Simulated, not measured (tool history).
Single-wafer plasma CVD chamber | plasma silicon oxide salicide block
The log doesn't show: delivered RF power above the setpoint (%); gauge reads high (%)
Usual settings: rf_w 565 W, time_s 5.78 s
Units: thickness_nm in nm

run,day,rf_w,time_s,wafers since the last listed run,hours since the last RF generator calibration,hours since the showerhead was replaced,hours since the gauge calibration,"read-back reference wafer on the same gauge, thickness_nm",thickness_nm
1,0.000,565,5.78,0,1544.2,4979.3,269.8,62.608,57.252
2,0.721,565,5.78,748,1561.5,4996.6,287.1,62.607,57.225
3,1.358,565,5.78,661,1576.8,5011.9,302.4,62.598,57.265
4,1.925,565,5.78,588,1590.4,5025.5,316.0,62.601,57.180
5,2.675,565,5.78,778,1608.4,5043.5,334.0,62.578,57.327
6,3.388,565,5.78,739,1625.5,5060.6,351.1,62.590,57.143
7,3.725,565,5.47,350,1633.6,5068.7,359.2,62.590,54.167
8,4.200,565,5.47,493,1645.0,5080.1,370.6,62.587,54.109
9,4.604,565,5.47,419,1654.7,5089.8,380.3,62.612,54.243
10,5.000,565,5.78,410,1664.2,5099.3,389.8,62.595,57.278
11,5.688,565,5.78,713,1680.7,5115.8,406.3,62.620,57.180
12,6.183,630,5.78,514,1692.6,5127.7,418.2,62.598,58.955
13,6.583,510,5.78,415,1702.2,5137.3,427.8,62.588,55.556
# day 7.404: showerhead replaced
14,7.425,510,5.78,527,1722.4,0.5,448.0,62.628,55.624
15,7.788,510,5.78,376,1731.1,9.2,456.7,62.595,55.587
16,8.075,565,5.78,298,1738.0,16.1,463.6,62.596,56.888
17,8.821,565,5.78,774,1755.9,34.0,481.5,62.597,57.089
18,9.308,565,5.78,506,1767.6,45.7,493.2,62.597,56.990
19,9.729,565,5.78,436,1777.7,55.8,503.3,62.596,56.978
# day 10.712: gauge calibrated
20,11.842,505,4.88,2192,1828.4,106.5,27.1,62.592,46.676
21,12.521,650,6.93,704,1844.7,122.8,43.4,62.583,71.128
22,13.254,565,5.78,761,1862.3,140.4,61.0,62.603,56.994
# day 13.938: RF generator calibrated
23,13.958,600,6.81,384,0.5,157.3,77.9,62.602,70.234
24,14.112,525,4.80,160,4.2,161.0,81.6,62.608,47.551
25,14.583,565,5.78,488,15.5,172.3,92.9,62.607,58.712
26,14.929,465,6.70,358,23.8,180.6,101.2,62.599,64.192
27,15.408,510,5.25,497,35.3,192.1,112.7,62.601,51.632
28,16.646,645,5.26,1284,65.0,221.8,142.4,62.610,55.198
29,17.133,475,6.28,506,76.7,233.5,154.1,62.591,60.520
30,17.567,645,6.29,449,87.1,243.9,164.5,62.613,66.001
31,18.096,650,5.78,549,99.8,256.6,177.2,62.596,60.880
32,18.662,565,5.78,588,113.4,270.2,190.8,62.600,58.545
33,19.258,480,5.45,618,127.7,284.5,205.1,62.583,52.649
34,19.588,635,6.55,341,135.6,292.4,213.0,62.599,68.542
35,19.954,535,5.78,380,144.4,301.2,221.8,62.593,57.657
36,21.596,565,5.47,1704,183.8,340.6,261.2,62.579,55.201
37,21.954,565,5.78,371,192.4,349.2,269.8,62.606,58.465
38,22.450,510,5.78,514,204.3,361.1,281.7,62.602,56.742
39,22.888,675,4.69,454,214.8,371.6,292.2,62.590,49.779

Hidden state or all else? Some run-to-run changes of thickness_nm, split into what the settings, what came in and random variation would give without the hidden state, and what is left for the hidden state (with any gauge scatter that isn't in both results):
Run 20 -> 21: rf_w 505 -> 650, time_s 4.88 -> 6.93. thickness_nm +24.452 nm: hidden state -0.708, all else +25.160.
Run 21 -> 22: rf_w 650 -> 565, time_s 6.93 -> 5.78. thickness_nm -14.134 nm: hidden state +0.387, all else -14.521.
Run 22 -> 23: rf_w 565 -> 600, time_s 5.78 -> 6.81, RF generator calibrated. thickness_nm +13.240 nm: hidden state +1.568, all else +11.672.
Run 23 -> 24: rf_w 600 -> 525, time_s 6.81 -> 4.80. thickness_nm -22.683 nm: hidden state +0.021, all else -22.704.
Run 33 -> 34: rf_w 480 -> 635, time_s 5.45 -> 6.55. thickness_nm +15.893 nm: hidden state -0.051, all else +15.944.

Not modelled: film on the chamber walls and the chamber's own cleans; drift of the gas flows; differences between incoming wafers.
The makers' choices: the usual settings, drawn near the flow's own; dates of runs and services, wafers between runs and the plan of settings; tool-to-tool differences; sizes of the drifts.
